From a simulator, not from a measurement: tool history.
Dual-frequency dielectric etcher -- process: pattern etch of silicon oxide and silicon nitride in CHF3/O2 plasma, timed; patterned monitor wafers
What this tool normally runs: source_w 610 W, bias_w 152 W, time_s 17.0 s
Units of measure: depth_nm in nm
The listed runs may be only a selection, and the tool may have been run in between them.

run	hour	source_w	bias_w	time_s	read-back reference wafer on the same gauge, depth_nm	depth_nm
1	0.0	610	181	18.0	29.19	27.75
2	6.2	610	181	18.0	29.20	27.77
3	20.3	610	152	17.0	29.19	24.73
4	36.6	610	152	17.0	29.20	24.77
5	48.6	610	152	17.0	29.20	24.73
6	62.4	610	152	17.0	29.19	24.75
7	68.4	610	152	17.0	29.20	24.69
8	81.7	610	152	17.0	29.21	24.78
9	91.8	610	152	17.0	29.20	24.72
# hour 110.0: source power generator calibrated
10	116.8	610	152	17.0	29.20	24.66
11	124.4	610	152	17.0	29.22	24.70
12	136.7	610	152	17.0	29.20	24.66
13	143.2	610	152	17.0	29.21	24.67
14	155.6	500	152	17.0	29.20	22.44
15	163.8	560	152	17.0	29.20	23.67
16	178.3	610	152	17.0	29.21	24.60
17	190.2	530	179	19.0	29.20	27.23
# hour 195.7: gauge calibrated
# hour 221.7: bias power generator calibrated
# hour 224.6: wet clean of the chamber
# hour 234.1: upper electrode replaced
18	234.6	710	152	17.0	29.19	26.72
19	234.9	610	180	17.0	29.21	26.29
20	235.2	610	140	20.0	29.20	28.59
21	244.0	610	152	17.0	29.19	24.98
22	253.3	470	137	20.5	29.20	25.75
23	260.4	610	152	15.0	29.19	21.96
24	267.0	670	118	17.0	29.21	24.17
25	274.0	710	152	17.0	29.19	26.68
26	282.4	750	152	17.0	29.20	27.39
27	289.6	660	152	17.0	29.20	25.82
28	296.2	730	152	21.5	29.20	34.19
29	312.7	540	152	20.5	29.20	28.37

Run by run, hidden condition taken away, random variation retained:
Hidden state at play: etch rate over this chamber's usual, %; source power that arrives over what is set, %; bias power that arrives over what is set, %; gauge reads high (%).
run	depth_nm
1	27.94
2	27.97
3	24.92
4	24.97
5	24.94
6	24.97
7	24.92
8	25.02
9	24.97
10	24.93
11	24.97
12	24.95
13	24.96
14	22.72
15	23.97
16	24.92
17	27.60
18	26.72
19	26.29
20	28.59
21	24.98
22	25.76
23	21.98
24	24.19
25	26.72
26	27.44
27	25.86
28	34.26
29	28.45
